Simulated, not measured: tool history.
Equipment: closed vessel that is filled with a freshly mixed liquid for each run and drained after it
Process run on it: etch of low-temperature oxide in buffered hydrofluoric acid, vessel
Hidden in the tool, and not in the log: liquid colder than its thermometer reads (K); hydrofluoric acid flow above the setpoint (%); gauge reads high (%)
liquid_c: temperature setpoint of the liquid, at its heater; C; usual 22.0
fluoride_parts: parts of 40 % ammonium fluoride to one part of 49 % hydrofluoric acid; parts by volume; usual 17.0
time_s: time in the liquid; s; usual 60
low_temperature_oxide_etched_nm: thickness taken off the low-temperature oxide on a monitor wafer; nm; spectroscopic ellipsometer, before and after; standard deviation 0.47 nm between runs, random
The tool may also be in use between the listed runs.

run   hour  liquid_c  fluoride_parts  time_s  wafers since the last listed run  hours since the thermometer was replaced  hours since the hydrofluoric acid flow meter was replaced  hours since the gauge calibration  read-back film thickness of the low-temperature oxide reference wafer, read on the same gauge (nm)  low_temperature_oxide_etched_nm
  1    0.0      22.0            19.5      75                                 0                                    1568.5                                                     2382.7                              107.0                                                                                              119.97                           114.23
  2   15.8      22.0            17.0      45                              1280                                    1584.3                                                     2398.5                              122.8                                                                                              119.97                            78.77
  3   22.8      22.0            17.0      45                               567                                    1591.3                                                     2405.5                              129.8                                                                                              119.99                            78.02
  4   37.5      22.0            17.0      45                              1191                                    1606.0                                                     2420.2                              144.5                                                                                              120.01                            78.70
  5   46.6      22.0            12.0      60                               737                                    1615.1                                                     2429.3                              153.6                                                                                              119.98                           145.91
  6   54.3      22.0            12.0      60                               623                                    1622.8                                                     2437.0                              161.3                                                                                              120.02                           145.56
  7   70.9      22.0            12.0      60                              1345                                    1639.4                                                     2453.6                              177.9                                                                                              120.00                           146.17
      81.1  -- gauge calibrated
  8   83.2      22.0            17.0      60                               996                                    1651.7                                                     2465.9                                2.1                                                                                              120.00                           104.29
  9   98.4      22.0            17.0      60                              1231                                    1666.9                                                     2481.1                               17.3                                                                                              120.00                           102.97
 10  107.9      22.0            13.5      80                               769                                    1676.4                                                     2490.6                               26.8                                                                                              120.03                           172.36
     117.8  -- thermometer replaced
     118.7  -- hydrofluoric acid flow meter replaced
 11  122.8      18.5            22.0      85                              1053                                       5.0                                                        4.1                               41.7                                                                                              120.04                           113.83
 12  133.3      22.0            23.5      60                               850                                      15.5                                                       14.6                               52.2                                                                                              120.03                            92.79
 13  142.4      22.0            17.0      60                               737                                      24.6                                                       23.7                               61.3                                                                                              120.00                           121.34
 14  150.5      24.0            19.0      70                               656                                      32.7                                                       31.8                               69.4                                                                                              119.95                           141.52
 15  166.8      22.0            17.0      45                              1320                                      49.0                                                       48.1                               85.7                                                                                              120.04                            90.83
 16  173.0      26.5            11.0      95                               502                                      55.2                                                       54.3                               91.9                                                                                              120.01                           377.27
 17  190.9      22.0            17.0      30                              1450                                      73.1                                                       72.2                              109.8                                                                                              119.99                            60.63
 18  200.8      18.5            13.0      85                               802                                      83.0                                                       82.1                              119.7                                                                                              120.01                           183.25
 19  216.8      22.0            22.5      60                              1296                                      99.0                                                       98.1                              135.7                                                                                              120.00                            95.10
 20  224.6      22.0            17.0      75                               632                                     106.8                                                      105.9                              143.5                                                                                              120.01                           151.45

Predict each of these 5 candidate next runs independently; none follows another, all start after run 20:
  A  225.3      22.0            23.0      60                                56                                     107.5                                                      106.6                              144.2                                                                                                   ?                                ?
  B  225.3      18.0            11.0      60                                56                                     107.5                                                      106.6                              144.2                                                                                                   ?                                ?
  C  225.3      19.5            12.0      75                                56                                     107.5                                                      106.6                              144.2                                                                                                   ?                                ?
  D  225.3      17.5            13.0      95                                56                                     107.5                                                      106.6                              144.2                                                                                                   ?                                ?
  E  225.3      23.5            22.5      75                                56                                     107.5                                                      106.6                              144.2                                                                                                   ?                                ?

run  read-back film thickness of the low-temperature oxide reference wafer, read on the same gauge (nm)  low_temperature_oxide_etched_nm
  A                                                                                              120.02                            93.68
  B                                                                                              120.02                           148.28
  C                                                                                              120.02                           185.32
  D                                                                                              120.02                           193.76
  E                                                                                              120.02                           129.18
What these runs would have given with no unlogged condition in the tool:
run  low_temperature_oxide_etched_nm
  A                            95.46
  B                           151.17
  C                           188.90
  D                           197.56
  E                           131.62
